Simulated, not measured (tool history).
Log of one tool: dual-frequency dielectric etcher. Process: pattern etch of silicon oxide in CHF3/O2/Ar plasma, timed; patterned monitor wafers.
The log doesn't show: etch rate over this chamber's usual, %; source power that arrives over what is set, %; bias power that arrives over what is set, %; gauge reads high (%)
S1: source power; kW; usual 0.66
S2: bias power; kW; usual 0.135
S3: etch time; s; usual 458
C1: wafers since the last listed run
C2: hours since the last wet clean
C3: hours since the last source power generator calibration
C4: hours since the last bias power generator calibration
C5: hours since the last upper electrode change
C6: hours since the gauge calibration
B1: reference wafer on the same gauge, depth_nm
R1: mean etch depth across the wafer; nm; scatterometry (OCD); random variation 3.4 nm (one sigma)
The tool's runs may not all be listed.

run	day	S1	S2	S3	C1	C2	C3	C4	C5	C6	B1	R1
1	0	0.66	0.135	529.5	0	350.2	2588.5	1382.8	2671.2	995.3	928.3	958.3
# day 2.421: wet clean of the chamber
2	2.842	0.66	0.135	529.5	163	10.1	2656.7	1451	2739.4	1063.5	929.4	947.6
3	5.546	0.66	0.135	529.5	240	75	2721.6	1515.9	2804.3	1128.4	929.1	950.7
# day 6.704: upper electrode replaced
4	8.229	0.66	0.135	458	149	139.4	2786	1580.3	36.6	1192.8	928.1	820.1
5	10.425	0.66	0.135	458	195	192.1	2838.7	1633	89.3	1245.5	929	818.9
6	13.042	0.66	0.142	458	232	254.9	2901.5	1695.8	152.1	1308.3	927.9	834.8
7	14.246	0.66	0.135	458	107	283.8	2930.4	1724.7	181	1337.2	928.6	820.7
8	16.542	0.59	0.119	384	204	338.9	2985.5	1779.8	236.1	1392.3	929.5	621.5
9	18.883	0.54	0.112	458	208	395.1	3041.7	1836	292.3	1448.5	928.9	701.1
# day 20.475: wet clean of the chamber
10	21.808	0.58	0.151	458	171	32	3111.9	1906.2	362.5	1518.7	929.1	795.9
11	22.983	0.8	0.158	398	104	60.2	3140.1	1934.4	390.7	1546.9	929.3	819.2
12	25.258	0.66	0.135	458	202	114.8	3194.7	1989	445.3	1601.5	928.5	813.6
13	28.129	0.66	0.117	358.5	255	183.7	3263.6	2057.9	514.2	1670.4	928.4	607.8
# day 29.542: source power generator calibrated
14	29.775	0.71	0.126	458	131	223.2	5.6	2097.4	553.7	1709.9	929.8	852.3
15	31.221	0.52	0.147	458	128	257.9	40.3	2132.1	588.4	1744.6	928.3	766.9
16	32.925	0.59	0.135	458	151	298.8	81.2	2173	629.3	1785.5	928.7	794.1
17	35.875	0.81	0.153	586.5	262	369.6	152	2243.8	700.1	1856.3	928.5	1235.3
18	36.962	0.79	0.158	394.5	96	395.7	178.1	2269.9	726.2	1882.4	929.2	828.9
# day 38.546: bias power generator calibrated
# day 38.85: wet clean of the chamber
19	39.325	0.66	0.135	458	168	11.4	234.8	18.7	782.9	1939.1	929.3	843.4
# day 39.862: gauge calibrated
20	42.217	0.66	0.154	458	257	80.8	304.2	88.1	852.3	56.5	929	877.4
21	44.638	0.57	0.162	563	215	138.9	362.3	146.2	910.4	114.6	928.9	1020.8
22	46.371	0.66	0.135	458	154	180.5	403.9	187.8	952	156.2	929.3	838.1
23	48.129	0.55	0.123	394	156	222.7	446.1	230	994.2	198.4	929.6	640
24	50.067	0.66	0.152	499	172	269.2	492.6	276.5	1040.7	244.9	928.2	953.8
25	51.308	0.79	0.161	458	110	299	522.4	306.3	1070.5	274.7	929.3	969.1
26	53.771	0.61	0.111	367.5	218	358.1	581.5	365.4	1129.6	333.8	929.5	613.3
27	55.771	0.66	0.135	458	177	406.1	629.5	413.4	1177.6	381.8	928.9	843.2
# day 58.096: wet clean of the chamber
28	58.646	0.76	0.163	579.5	166	13.2	698.5	482.4	1246.6	450.8	930.3	1205.8
29	61.279	0.66	0.135	458	234	76.4	761.7	545.6	1309.8	514	929.9	845.1
30	63.638	0.74	0.118	534.5	209	133	818.3	602.2	1366.4	570.6	928.2	999.8

Forecast each of these 3 alternatives for the next run:
A	63.658	0.66	0.135	458	1	133.5	818.8	602.7	1366.9	571.1	?	?
B	63.658	0.66	0.124	414	1	133.5	818.8	602.7	1366.9	571.1	?	?
C	63.658	0.52	0.165	550	1	133.5	818.8	602.7	1366.9	571.1	?	?

run	B1	R1
A	929.2	842.6
B	929.2	741.3
C	929.2	957.9
Without the tool's hidden state the same runs would have given:
run	R1
A	841.6
B	740.4
C	956.8
